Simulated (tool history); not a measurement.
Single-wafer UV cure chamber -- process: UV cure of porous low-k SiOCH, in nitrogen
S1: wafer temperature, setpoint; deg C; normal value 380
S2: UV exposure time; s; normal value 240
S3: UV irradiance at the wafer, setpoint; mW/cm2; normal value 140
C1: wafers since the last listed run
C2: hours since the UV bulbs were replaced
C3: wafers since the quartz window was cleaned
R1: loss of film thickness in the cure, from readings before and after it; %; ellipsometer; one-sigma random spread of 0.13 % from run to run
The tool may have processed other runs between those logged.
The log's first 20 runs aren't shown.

Run 21, hour 335.7: usual settings; C1 120; C2 155.7; C3 1892. Result: R1 14.982 %.
At hour 348.2: quartz window cleaned.
Run 22, hour 348.7: usual settings; C1 43; C2 168.7; C3 4. Result: R1 16.337 %.
Run 23, hour 360.3: usual settings but S1 395 deg C, S2 165 s; C1 101; C2 180.3; C3 105. Result: R1 14.136 %.
Run 24, hour 375.4: usual settings; C1 132; C2 195.4; C3 237. Result: R1 15.702 %.
Run 25, hour 383.2: usual settings but S1 365 deg C, S2 290 s; C1 68; C2 203.2; C3 306. Result: R1 16.74 %.
Run 26, hour 398.9: usual settings but S1 396 deg C, S2 125 s, S3 179 mW/cm2; C1 137; C2 218.9; C3 443. Result: R1 13.897 %.
Run 27, hour 407.1: usual settings but S1 399 deg C, S3 109 mW/cm2; C1 71; C2 227.1; C3 515. Result: R1 14.704 %.
Run 28, hour 419.8: usual settings; C1 111; C2 239.8; C3 626. Result: R1 15.676 %.
Run 29, hour 429.9: usual settings but S1 368 deg C, S2 320 s, S3 164 mW/cm2; C1 88; C2 249.9; C3 714. Result: R1 17.859 %.
Run 30, hour 437.5: usual settings but S3 102 mW/cm2; C1 66; C2 257.5; C3 781. Result: R1 13.887 %.

Below are 4 alternative next runs, each starting from the tool's condition after run 30. Predict each:
Run A, hour 438: usual settings; C1 4; C2 258; C3 785. Result: R1 ?.
Run B, hour 438: usual settings but S1 368 deg C, S2 355 s, S3 168 mW/cm2; C1 4; C2 258; C3 785. Result: R1 ?.
Run C, hour 438: usual settings but S1 363 deg C, S2 160 s; C1 4; C2 258; C3 785. Result: R1 ?.
Run D, hour 438: usual settings but S1 394 deg C, S2 345 s, S3 100 mW/cm2; C1 4; C2 258; C3 785. Result: R1 ?.

run      R1
  A  15.616
  B  18.495
  C  13.092
  D  16.063
What these runs would have given with no unlogged condition in the tool:
run      R1
  A  16.551
  B  19.449
  C  13.989
  D  17.003
